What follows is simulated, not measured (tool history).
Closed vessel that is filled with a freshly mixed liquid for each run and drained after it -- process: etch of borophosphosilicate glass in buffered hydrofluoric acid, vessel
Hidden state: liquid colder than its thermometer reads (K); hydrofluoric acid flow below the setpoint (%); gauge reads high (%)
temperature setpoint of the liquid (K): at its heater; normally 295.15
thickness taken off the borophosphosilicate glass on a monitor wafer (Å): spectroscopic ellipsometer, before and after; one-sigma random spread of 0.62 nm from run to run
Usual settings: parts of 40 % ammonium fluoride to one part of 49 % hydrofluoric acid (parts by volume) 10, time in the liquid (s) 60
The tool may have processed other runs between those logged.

run	hour	temperature setpoint of the liquid (K)	parts of 40 % ammonium fluoride to one part of 49 % hydrofluoric acid (parts by volume)	time in the liquid (s)	wafers since the last listed run	hours since the thermometer was replaced	hours since the hydrofluoric acid flow meter was replaced	hours since the gauge calibration	read-back film thickness of the borophosphosilicate glass reference wafer, read on the same gauge (nm)	thickness taken off the borophosphosilicate glass on a monitor wafer (Å)
1	0	295.15	12.5	60	0	1028.1	1762.2	185.6	110	587.3
2	29.9	295.15	12.5	60	3895	1058	1792.1	215.5	110	585.7
3	57.2	295.15	12.5	60	3557	1085.3	1819.4	242.8	110.03	578.7
4	89.8	298.65	10	60	4247	1117.9	1852	275.4	110	869.5
5	102	298.65	10	60	1589	1130.1	1864.2	287.6	110.01	878.7
6	126	295.15	10	60	3127	1154.1	1888.2	311.6	110.01	725.5
7	159.1	295.15	10	60	4312	1187.2	1921.3	344.7	110.02	715.7
8	182.6	295.15	10	60	3061	1210.7	1944.8	368.2	110.01	716.5
9	203	293.15	10	60	2658	1231.1	1965.2	388.6	110.01	645.8
10	218.2	293.15	10	60	1980	1246.3	1980.4	403.8	110	645.6
11	250.4	293.15	10	60	4195	1278.5	2012.6	436	109.98	634.4
12	268.9	292.65	10	50	2410	1297	2031.1	454.5	109.99	516
13	296.1	292.15	10	60	3544	1324.2	2058.3	481.7	110.03	593.6
14	316.2	297.15	6.5	75	2618	1344.3	2078.4	501.8	110	1481.5
15	346	290.15	6.5	80	3882	1374.1	2108.2	531.6	109.99	1067.7
16	371.6	291.65	10	60	3335	1399.7	2133.8	557.2	110	578.9
# hour 380.4: gauge calibrated
# hour 389.7: hydrofluoric acid flow meter replaced
17	397.3	300.15	10	85	3218	1425.4	7.6	16.9	110.02	1466.7
# hour 423.5: thermometer replaced
18	429.9	292.15	10	60	4117	6.4	40.2	49.5	109.99	713.2
19	447.7	299.65	14	85	2319	24.2	58	67.3	109.98	1084.6
20	475.3	295.15	10	60	3596	51.8	85.6	94.9	109.98	833.3
21	488.9	297.65	13	90	1772	65.4	99.2	108.5	110.02	1112.3
22	503.2	295.15	7.5	45	1863	79.7	113.5	122.8	109.99	809.3
23	535.4	295.15	10	60	4195	111.9	145.7	155	109.99	825.5
24	554	295.15	10	60	2423	130.5	164.3	173.6	109.97	819.7

Predict each of these 3 candidate next runs independently; none follows another, all start after run 24:
A	554.7	295.15	10	60	91	131.2	165	174.3	?	?
B	554.7	291.65	12	50	91	131.2	165	174.3	?	?
C	554.7	298.15	10	60	91	131.2	165	174.3	?	?

run	read-back film thickness of the borophosphosilicate glass reference wafer, read on the same gauge (nm)	thickness taken off the borophosphosilicate glass on a monitor wafer (Å)
A	110.01	820.7
B	110.01	470.9
C	110.01	965.7
Without the tool's unlogged condition, the same runs would have read:
run	thickness taken off the borophosphosilicate glass on a monitor wafer (Å)
A	861.4
B	494.6
C	1013.1

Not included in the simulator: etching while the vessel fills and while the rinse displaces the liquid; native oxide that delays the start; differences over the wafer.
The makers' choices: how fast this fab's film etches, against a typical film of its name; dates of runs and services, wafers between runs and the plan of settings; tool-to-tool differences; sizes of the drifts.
